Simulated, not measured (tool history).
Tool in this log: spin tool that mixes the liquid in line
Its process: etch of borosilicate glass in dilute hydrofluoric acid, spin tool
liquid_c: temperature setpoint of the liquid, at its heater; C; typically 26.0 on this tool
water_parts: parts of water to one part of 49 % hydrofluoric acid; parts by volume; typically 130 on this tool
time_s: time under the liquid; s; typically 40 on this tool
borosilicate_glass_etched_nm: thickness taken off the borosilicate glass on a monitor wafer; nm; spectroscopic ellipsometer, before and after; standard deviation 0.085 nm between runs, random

run     day  liquid_c  water_parts  time_s  wafers since the last listed run  hours since the thermometer was replaced  hours since the hydrofluoric acid flow meter was replaced  hours since the gauge calibration  read-back film thickness of the borosilicate glass reference wafer, read on the same gauge (nm)  borosilicate_glass_etched_nm
  1   0.000      23.5          130      35                                 0                                    1239.9                                                     1981.3                              631.3                                                                                            38.96                         12.58
  2   2.250      23.5          130      35                               921                                    1293.9                                                     2035.3                              685.3                                                                                            38.94                         12.46
  3   4.858      23.5          130      35                              1068                                    1356.5                                                     2097.9                              747.9                                                                                            38.89                         12.47
  4   7.450      26.0          130      40                              1061                                    1418.7                                                     2160.1                              810.1                                                                                            38.86                         15.69
  5   8.683      26.0          130      40                               505                                    1448.3                                                     2189.7                              839.7                                                                                            38.82                         15.78
  6   9.742      26.0          130      40                               433                                    1473.7                                                     2215.1                              865.1                                                                                            38.82                         15.85
  7  12.138      26.0          130      40                               981                                    1531.2                                                     2272.6                              922.6                                                                                            38.79                         15.55
  8  13.825      28.5           85      40                               691                                    1571.7                                                     2313.1                              963.1                                                                                            38.81                         27.91
  9  15.504      22.5          130      30                               688                                    1612.0                                                     2353.4                             1003.4                                                                                            38.81                         10.26
 10  16.925      22.5          130      30                               582                                    1646.1                                                     2387.5                             1037.5                                                                                            38.70                         10.20
 11  18.825      26.0          130      40                               778                                    1691.7                                                     2433.1                             1083.1                                                                                            38.72                         15.55
 12  21.612      26.0          130      40                              1142                                    1758.6                                                     2500.0                             1150.0                                                                                            38.75                         15.63
 13  23.238      26.0          105      40                               665                                    1797.6                                                     2539.0                             1189.0                                                                                            38.74                         20.06
 14  25.183      26.0          130      40                               797                                    1844.3                                                     2585.7                             1235.7                                                                                            38.76                         15.62
     27.862  -- gauge calibrated
 15  28.179      22.0          130      30                              1227                                    1916.2                                                     2657.6                                7.6                                                                                            40.14                         10.51
     28.421  -- thermometer replaced
     29.262  -- hydrofluoric acid flow meter replaced
 16  29.433      26.0          130      40                               479                                      24.3                                                        4.1                               37.7                                                                                            40.00                         16.25
 17  31.612      26.0          130      40                               892                                      76.6                                                       56.4                               90.0                                                                                            39.86                         16.25
 18  33.942      29.5          170      20                               954                                     132.5                                                      112.3                              145.9                                                                                            39.77                          6.64
 19  35.467      24.0           75      15                               624                                     169.1                                                      148.9                              182.5                                                                                            39.67                         10.33
 20  37.662      24.5          170      25                               899                                     221.8                                                      201.6                              235.2                                                                                            39.55                          6.86
 21  39.321      26.0           80      50                               679                                     261.6                                                      241.4                              275.0                                                                                            39.49                         34.51
 22  47.825      26.0          185      25                              3484                                     465.7                                                      445.5                              479.1                                                                                            39.23                          6.49
 23  51.462      30.5          190      15                              1490                                     553.0                                                      532.8                              566.4                                                                                            39.13                          4.41

Run 24 comes next. What will it give?
 24  53.762      30.0          165      60                               942                                     608.2                                                      588.0                              621.6                                                                                                ?                             ?

{"run 24": {"read-back film thickness of the borosilicate glass reference wafer, read on the same gauge (nm)": 39.06, "borosilicate_glass_etched_nm": 20.75}}
If the tool had no hidden condition, the same run with the same run-to-run variation would have returned borosilicate_glass_etched_nm 21.23 nm.
